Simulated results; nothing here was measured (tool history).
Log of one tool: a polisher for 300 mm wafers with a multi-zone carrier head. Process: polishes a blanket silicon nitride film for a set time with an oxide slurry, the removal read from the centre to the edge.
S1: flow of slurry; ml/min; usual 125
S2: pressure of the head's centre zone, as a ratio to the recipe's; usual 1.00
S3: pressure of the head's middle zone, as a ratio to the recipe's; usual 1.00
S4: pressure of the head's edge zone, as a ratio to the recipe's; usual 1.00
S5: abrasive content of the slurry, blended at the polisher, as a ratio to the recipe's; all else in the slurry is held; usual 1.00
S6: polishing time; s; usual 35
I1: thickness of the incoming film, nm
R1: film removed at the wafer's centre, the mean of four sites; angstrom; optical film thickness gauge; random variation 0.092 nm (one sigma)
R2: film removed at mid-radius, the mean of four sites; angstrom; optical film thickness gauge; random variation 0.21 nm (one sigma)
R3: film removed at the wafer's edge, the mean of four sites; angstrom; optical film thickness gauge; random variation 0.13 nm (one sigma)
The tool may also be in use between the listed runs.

{"run": 1, "hour": 0.0, "S1": 125, "S2": 1.0, "S3": 1.0, "S4": 1.0, "S5": 1.0, "S6": 35, "I1": 552.5, "R1": 137, "R2": 139, "R3": 138}
{"run": 2, "hour": 66.3, "S1": 125, "S2": 1.0, "S3": 1.0, "S4": 1.0, "S5": 0.8, "S6": 42, "I1": 543.3, "R1": 150, "R2": 158, "R3": 155}
{"run": 3, "hour": 168.9, "S1": 125, "S2": 1.0, "S3": 1.0, "S4": 1.0, "S5": 0.8, "S6": 42, "I1": 555.4, "R1": 152, "R2": 157, "R3": 152}
{"hour": 196.0, "done": "edge zone pressure recalibrated"}
{"hour": 200.3, "done": "worn pad replaced by a new one"}
{"hour": 203.2, "done": "carrier head's membrane replaced by a new one"}
{"run": 4, "hour": 221.7, "S1": 125, "S2": 1.0, "S3": 1.0, "S4": 1.0, "S5": 0.8, "S6": 42, "I1": 548.5, "R1": 153, "R2": 156, "R3": 156}
{"hour": 247.1, "done": "slurry nozzle cleaned"}
{"run": 5, "hour": 300.4, "S1": 125, "S2": 1.0, "S3": 1.0, "S4": 1.0, "S5": 1.0, "S6": 35, "I1": 545.7, "R1": 140, "R2": 143, "R3": 138}
{"run": 6, "hour": 384.5, "S1": 125, "S2": 1.0, "S3": 1.0, "S4": 1.0, "S5": 1.0, "S6": 35, "I1": 553.1, "R1": 139, "R2": 146, "R3": 138}
{"run": 7, "hour": 430.4, "S1": 90, "S2": 1.0, "S3": 1.0, "S4": 1.0, "S5": 1.2, "S6": 35, "I1": 548.8, "R1": 140, "R2": 145, "R3": 140}
{"run": 8, "hour": 496.1, "S1": 125, "S2": 1.11, "S3": 1.06, "S4": 1.0, "S5": 1.0, "S6": 35, "I1": 546.1, "R1": 157, "R2": 149, "R3": 137}
{"hour": 545.5, "done": "worn pad replaced by a new one"}
{"run": 9, "hour": 567.0, "S1": 125, "S2": 1.0, "S3": 1.0, "S4": 1.0, "S5": 1.0, "S6": 35, "I1": 542.9, "R1": 143, "R2": 143, "R3": 135}
{"run": 10, "hour": 650.9, "S1": 125, "S2": 1.0, "S3": 1.0, "S4": 1.06, "S5": 1.0, "S6": 35, "I1": 551.3, "R1": 146, "R2": 140, "R3": 142}
{"run": 11, "hour": 739.5, "S1": 125, "S2": 0.91, "S3": 1.07, "S4": 1.0, "S5": 1.0, "S6": 31, "I1": 552.1, "R1": 118, "R2": 131, "R3": 123}
{"hour": 825.0, "done": "centre zone pressure recalibrated"}
{"hour": 832.0, "done": "slurry nozzle cleaned"}
{"run": 12, "hour": 841.8, "S1": 90, "S2": 1.0, "S3": 1.0, "S4": 1.0, "S5": 1.0, "S6": 35, "I1": 553.8, "R1": 130, "R2": 134, "R3": 134}
{"run": 13, "hour": 897.0, "S1": 125, "S2": 1.0, "S3": 0.9, "S4": 1.0, "S5": 1.0, "S6": 35, "I1": 549.6, "R1": 137, "R2": 132, "R3": 140}
{"hour": 936.4, "done": "worn pad replaced by a new one"}
{"run": 14, "hour": 958.9, "S1": 145, "S2": 1.08, "S3": 1.0, "S4": 1.0, "S5": 0.85, "S6": 35, "I1": 553.8, "R1": 145, "R2": 135, "R3": 131}
{"run": 15, "hour": 1009.1, "S1": 125, "S2": 1.0, "S3": 1.0, "S4": 1.0, "S5": 1.0, "S6": 35, "I1": 553.4, "R1": 138, "R2": 141, "R3": 139}
{"run": 16, "hour": 1064.3, "S1": 125, "S2": 1.0, "S3": 1.0, "S4": 1.04, "S5": 1.0, "S6": 35, "I1": 549.4, "R1": 140, "R2": 142, "R3": 140}
{"hour": 1124.1, "done": "edge zone pressure recalibrated"}
{"run": 17, "hour": 1128.9, "S1": 125, "S2": 1.0, "S3": 1.0, "S4": 0.93, "S5": 1.0, "S6": 42, "I1": 556.5, "R1": 168, "R2": 168, "R3": 161}
{"run": 18, "hour": 1193.1, "S1": 125, "S2": 1.0, "S3": 1.0, "S4": 0.93, "S5": 1.0, "S6": 35, "I1": 555.2, "R1": 141, "R2": 140, "R3": 134}
{"run": 19, "hour": 1245.5, "S1": 125, "S2": 1.0, "S3": 1.0, "S4": 1.03, "S5": 1.0, "S6": 35, "I1": 546.7, "R1": 142, "R2": 139, "R3": 138}
{"run": 20, "hour": 1338.8, "S1": 125, "S2": 1.0, "S3": 1.0, "S4": 1.0, "S5": 1.0, "S6": 35, "I1": 556.2, "R1": 143, "R2": 141, "R3": 139}

5 ways to go on from here, each from the tool as it stands after run 20. What would each give?
{"run": "A", "hour": 1339.2, "S1": 85, "S2": 1.0, "S3": 1.0, "S4": 1.0, "S5": 1.0, "S6": 35, "I1": 555.0, "R1": "?", "R2": "?", "R3": "?"}
{"run": "B", "hour": 1339.2, "S1": 160, "S2": 1.0, "S3": 1.12, "S4": 1.1, "S5": 1.0, "S6": 35, "I1": 555.0, "R1": "?", "R2": "?", "R3": "?"}
{"run": "C", "hour": 1339.2, "S1": 95, "S2": 0.91, "S3": 1.0, "S4": 1.06, "S5": 1.0, "S6": 30, "I1": 555.0, "R1": "?", "R2": "?", "R3": "?"}
{"run": "D", "hour": 1339.2, "S1": 125, "S2": 1.0, "S3": 1.0, "S4": 1.0, "S5": 1.2, "S6": 40, "I1": 555.0, "R1": "?", "R2": "?", "R3": "?"}
{"run": "E", "hour": 1339.2, "S1": 125, "S2": 1.0, "S3": 1.0, "S4": 0.97, "S5": 1.0, "S6": 35, "I1": 555.0, "R1": "?", "R2": "?", "R3": "?"}

run=A R1=134 R2=136 R3=132
run=B R1=148 R2=164 R3=145
run=C R1=107 R2=119 R3=117
run=D R1=173 R2=174 R3=166
run=E R1=143 R2=144 R3=136
Without the tool's hidden state the same runs would have given:
run=A R1=129 R2=136 R3=132
run=B R1=142 R2=164 R3=145
run=C R1=102 R2=119 R3=117
run=D R1=166 R2=174 R3=166
run=E R1=137 R2=144 R3=136

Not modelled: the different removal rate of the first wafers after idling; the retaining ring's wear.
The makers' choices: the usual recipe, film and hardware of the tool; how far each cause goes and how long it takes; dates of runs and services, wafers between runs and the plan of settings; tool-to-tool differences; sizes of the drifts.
